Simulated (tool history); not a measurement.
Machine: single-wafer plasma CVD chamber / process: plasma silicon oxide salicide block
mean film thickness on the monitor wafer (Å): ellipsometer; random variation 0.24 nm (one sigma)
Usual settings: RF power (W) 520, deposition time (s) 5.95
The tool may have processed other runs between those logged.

run	hour	RF power (W)	deposition time (s)	wafers since the last listed run	hours since the last RF generator calibration	hours since the showerhead was replaced	hours since the gauge calibration	read-back reference wafer on the same gauge, thickness_nm	mean film thickness on the monitor wafer (Å)
1	0.0	520	6.76	0	69.0	2301.9	1403.4	67.784	747.78
# hour 66.4: gauge calibrated
2	74.0	520	6.76	3434	143.0	2375.9	7.6	67.811	758.12
3	170.1	495	5.95	4459	239.1	2472.0	103.7	67.811	651.92
4	241.9	495	5.95	3331	310.9	2543.8	175.5	67.829	651.69
5	341.7	520	5.95	4631	410.7	2643.6	275.3	67.881	665.21
6	382.0	520	5.95	1870	451.0	2683.9	315.6	67.860	663.07
7	480.9	520	6.39	4589	549.9	2782.8	414.5	67.773	712.06
8	533.5	520	6.39	2440	602.5	2835.4	467.1	67.785	711.74
9	637.6	520	5.45	4830	706.6	2939.5	571.2	67.923	606.15
10	744.9	520	5.95	4979	813.9	3046.8	678.5	67.784	660.87
11	800.0	520	5.95	2556	869.0	3101.9	733.6	67.705	661.35
12	849.3	520	6.59	2287	918.3	3151.2	782.9	67.752	738.28
13	911.7	520	5.30	2895	980.7	3213.6	845.3	67.799	592.09
# hour 927.9: showerhead replaced
14	961.2	520	5.30	1925	1030.2	33.3	894.8	67.834	589.38
15	1040.2	520	5.95	3666	1109.2	112.3	973.8	67.865	658.96
16	1089.2	520	5.95	2273	1158.2	161.3	1022.8	67.880	665.16
17	1187.8	520	6.88	4575	1256.8	259.9	1121.4	67.784	763.50
18	1293.3	475	5.40	4895	1362.3	365.4	1226.9	67.861	588.22
19	1375.6	460	5.27	3819	1444.6	447.7	1309.2	67.676	568.87
# hour 1448.7: RF generator calibrated
20	1461.7	440	6.26	3624	13.0	533.8	1395.3	67.775	660.31
21	1510.6	475	5.40	2269	61.9	582.7	1444.2	67.866	588.20
# hour 1538.2: gauge calibrated
22	1554.0	565	6.33	2013	105.3	626.1	15.8	67.855	719.06
23	1645.3	520	5.95	4236	196.6	717.4	107.1	67.776	664.15
24	1746.6	440	6.81	4700	297.9	818.7	208.4	67.780	722.43
25	1829.2	585	6.31	3833	380.5	901.3	291.0	67.769	723.57
26	1869.3	520	5.30	1860	420.6	941.4	331.1	67.904	586.07
27	1916.6	520	5.95	2194	467.9	988.7	378.4	67.688	661.74
28	1955.3	575	4.82	1795	506.6	1027.4	417.1	67.810	554.01
29	2004.6	490	6.67	2287	555.9	1076.7	466.4	67.688	732.25
30	2059.8	595	6.54	2561	611.1	1131.9	521.6	67.859	756.20
31	2119.7	520	5.95	2779	671.0	1191.8	581.5	67.845	663.56
32	2220.1	555	5.12	4659	771.4	1292.2	681.9	67.781	578.28

Forecast each of these 4 alternatives for the next run:
A	2220.5	520	5.52	18	771.8	1292.6	682.3	?	?
B	2220.5	440	6.58	18	771.8	1292.6	682.3	?	?
C	2220.5	620	6.80	18	771.8	1292.6	682.3	?	?
D	2220.5	420	6.56	18	771.8	1292.6	682.3	?	?

run	read-back reference wafer on the same gauge, thickness_nm	mean film thickness on the monitor wafer (Å)
A	67.738	617.97
B	67.738	702.62
C	67.738	800.48
D	67.738	691.37
Without the tool's unlogged condition, the same runs would have read:
run	mean film thickness on the monitor wafer (Å)
A	617.97
B	702.62
C	800.48
D	691.37

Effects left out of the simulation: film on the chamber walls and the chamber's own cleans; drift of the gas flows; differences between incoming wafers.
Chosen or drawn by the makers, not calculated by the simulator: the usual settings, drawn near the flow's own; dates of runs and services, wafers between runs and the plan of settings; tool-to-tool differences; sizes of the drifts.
